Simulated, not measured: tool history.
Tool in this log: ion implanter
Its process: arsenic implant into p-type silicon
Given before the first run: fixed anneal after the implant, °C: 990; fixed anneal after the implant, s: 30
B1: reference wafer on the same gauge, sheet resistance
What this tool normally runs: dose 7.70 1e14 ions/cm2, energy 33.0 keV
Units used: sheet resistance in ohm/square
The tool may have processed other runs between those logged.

run 1 hour=0.0 | dose=7.70 energy=33.0 | B1=119.90 | sheet_resistance=134.24
run 2 hour=76.3 | dose=9.38 energy=33.0 | B1=120.04 | sheet_resistance=117.37
run 3 hour=143.2 | dose=9.38 energy=33.0 | B1=120.04 | sheet_resistance=116.76
run 4 hour=211.3 | dose=7.70 energy=33.0 | B1=120.06 | sheet_resistance=134.60
run 5 hour=310.9 | dose=7.70 energy=33.0 | B1=120.02 | sheet_resistance=135.89
run 6 hour=384.8 | dose=7.70 energy=33.0 | B1=120.01 | sheet_resistance=135.91
run 7 hour=471.2 | dose=7.70 energy=33.0 | B1=120.02 | sheet_resistance=137.52
run 8 hour=509.1 | dose=7.70 energy=33.0 | B1=119.97 | sheet_resistance=137.08
run 9 hour=549.5 | dose=7.70 energy=33.0 | B1=120.06 | sheet_resistance=137.67
run 10 hour=639.9 | dose=7.70 energy=33.0 | B1=120.12 | sheet_resistance=139.48
-- hour=679.4 Faraday cup replaced and dose calibrated
run 11 hour=735.9 | dose=7.70 energy=33.0 | B1=120.05 | sheet_resistance=133.36
run 12 hour=823.3 | dose=7.70 energy=33.0 | B1=120.02 | sheet_resistance=133.47
run 13 hour=859.9 | dose=9.06 energy=33.0 | B1=120.00 | sheet_resistance=118.32
run 14 hour=962.2 | dose=7.70 energy=33.0 | B1=119.99 | sheet_resistance=132.58
run 15 hour=1060.0 | dose=7.70 energy=33.0 | B1=119.93 | sheet_resistance=132.96
-- hour=1072.7 gauge calibrated
run 16 hour=1162.5 | dose=7.70 energy=33.0 | B1=119.96 | sheet_resistance=134.76
run 17 hour=1233.3 | dose=7.70 energy=33.0 | B1=120.07 | sheet_resistance=135.74
run 18 hour=1338.8 | dose=9.87 energy=42.5 | B1=119.94 | sheet_resistance=107.02
run 19 hour=1422.7 | dose=6.17 energy=33.0 | B1=120.01 | sheet_resistance=159.58
run 20 hour=1560.9 | dose=9.49 energy=26.5 | B1=120.03 | sheet_resistance=124.15
-- hour=1579.4 extraction supply calibrated
run 21 hour=1633.8 | dose=7.70 energy=33.0 | B1=119.99 | sheet_resistance=135.89
run 22 hour=1716.8 | dose=7.70 energy=33.0 | B1=120.05 | sheet_resistance=137.44
-- hour=1726.0 Faraday cup replaced and dose calibrated
run 23 hour=1762.3 | dose=6.23 energy=39.5 | B1=120.06 | sheet_resistance=150.61
run 24 hour=1974.3 | dose=6.85 energy=40.0 | B1=119.97 | sheet_resistance=139.57
run 25 hour=2043.6 | dose=6.78 energy=22.0 | B1=120.05 | sheet_resistance=157.27
run 26 hour=2111.3 | dose=6.42 energy=33.0 | B1=120.01 | sheet_resistance=152.21
run 27 hour=2178.7 | dose=5.77 energy=37.0 | B1=120.08 | sheet_resistance=162.07
run 28 hour=2242.9 | dose=7.70 energy=25.5 | B1=120.03 | sheet_resistance=140.41
run 29 hour=2347.4 | dose=9.14 energy=33.0 | B1=120.05 | sheet_resistance=119.19
run 30 hour=2425.2 | dose=5.93 energy=41.0 | B1=120.05 | sheet_resistance=157.23
run 31 hour=2532.3 | dose=8.65 energy=27.0 | B1=119.95 | sheet_resistance=129.84
run 32 hour=2587.1 | dose=6.07 energy=26.0 | B1=119.92 | sheet_resistance=168.14
run 33 hour=2681.3 | dose=5.52 energy=25.0 | B1=120.04 | sheet_resistance=182.16

Alternative continuations, all from the tool just after run 33; predict every row:
run A hour=2681.7 | dose=7.70 energy=33.0 | B1=? | sheet_resistance=?
run B hour=2681.7 | dose=9.12 energy=23.0 | B1=? | sheet_resistance=?
run C hour=2681.7 | dose=9.39 energy=26.5 | B1=? | sheet_resistance=?
run D hour=2681.7 | dose=7.70 energy=41.0 | B1=? | sheet_resistance=?

run=A B1=120.14 sheet_resistance=136.87
run=B B1=120.14 sheet_resistance=131.97
run=C B1=120.14 sheet_resistance=125.33
run=D B1=120.14 sheet_resistance=131.58
Take away the tool's hidden state, keep each run's random variation, and the runs would have read:
run=A sheet_resistance=133.65
run=B sheet_resistance=129.41
run=C sheet_resistance=122.83
run=D sheet_resistance=128.38
